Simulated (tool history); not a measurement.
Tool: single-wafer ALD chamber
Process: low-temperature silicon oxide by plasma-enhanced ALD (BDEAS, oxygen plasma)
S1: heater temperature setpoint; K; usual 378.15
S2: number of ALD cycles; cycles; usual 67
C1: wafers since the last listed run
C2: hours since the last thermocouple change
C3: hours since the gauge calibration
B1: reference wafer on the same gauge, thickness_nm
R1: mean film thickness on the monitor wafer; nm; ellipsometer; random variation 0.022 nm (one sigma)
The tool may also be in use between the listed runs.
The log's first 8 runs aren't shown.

{"run": 9, "hour": 142.6, "S1": 378.15, "S2": 71, "C1": 81, "C2": 3158, "C3": 270.1, "B1": 7.311, "R1": 9.279}
{"run": 10, "hour": 159.9, "S1": 378.15, "S2": 71, "C1": 93, "C2": 3175.3, "C3": 287.4, "B1": 7.309, "R1": 9.258}
{"run": 11, "hour": 170.6, "S1": 378.15, "S2": 71, "C1": 57, "C2": 3186, "C3": 298.1, "B1": 7.308, "R1": 9.226}
{"hour": 183.1, "done": "gauge calibrated"}
{"run": 12, "hour": 184.8, "S1": 378.15, "S2": 67, "C1": 76, "C2": 3200.2, "C3": 1.7, "B1": 7.31, "R1": 8.738}
{"run": 13, "hour": 202.5, "S1": 378.15, "S2": 73, "C1": 95, "C2": 3217.9, "C3": 19.4, "B1": 7.308, "R1": 9.52}
{"run": 14, "hour": 210.7, "S1": 378.15, "S2": 73, "C1": 44, "C2": 3226.1, "C3": 27.6, "B1": 7.31, "R1": 9.517}
{"run": 15, "hour": 218.5, "S1": 378.15, "S2": 73, "C1": 42, "C2": 3233.9, "C3": 35.4, "B1": 7.31, "R1": 9.517}
{"run": 16, "hour": 230.6, "S1": 378.15, "S2": 67, "C1": 65, "C2": 3246, "C3": 47.5, "B1": 7.31, "R1": 8.742}
{"run": 17, "hour": 243.1, "S1": 378.15, "S2": 67, "C1": 67, "C2": 3258.5, "C3": 60, "B1": 7.31, "R1": 8.735}
{"run": 18, "hour": 260.5, "S1": 378.15, "S2": 67, "C1": 94, "C2": 3275.9, "C3": 77.4, "B1": 7.311, "R1": 8.726}
{"run": 19, "hour": 268.1, "S1": 378.15, "S2": 67, "C1": 41, "C2": 3283.5, "C3": 85, "B1": 7.311, "R1": 8.722}
{"run": 20, "hour": 275.7, "S1": 378.15, "S2": 67, "C1": 41, "C2": 3291.1, "C3": 92.6, "B1": 7.314, "R1": 8.766}
{"run": 21, "hour": 291.9, "S1": 378.15, "S2": 67, "C1": 87, "C2": 3307.3, "C3": 108.8, "B1": 7.309, "R1": 8.711}
{"run": 22, "hour": 304.8, "S1": 387.15, "S2": 57, "C1": 69, "C2": 3320.2, "C3": 121.7, "B1": 7.305, "R1": 7.353}
{"run": 23, "hour": 314.0, "S1": 378.15, "S2": 67, "C1": 49, "C2": 3329.4, "C3": 130.9, "B1": 7.31, "R1": 8.736}

Run 24 comes next. What will it give?
{"run": 24, "hour": 328.3, "S1": 378.15, "S2": 67, "C1": 77, "C2": 3343.7, "C3": 145.2, "B1": "?", "R1": "?"}

{"run 24": {"B1": 7.311, "R1": 8.717}}
Without the tool's hidden state the same run would have given R1 8.717 nm.
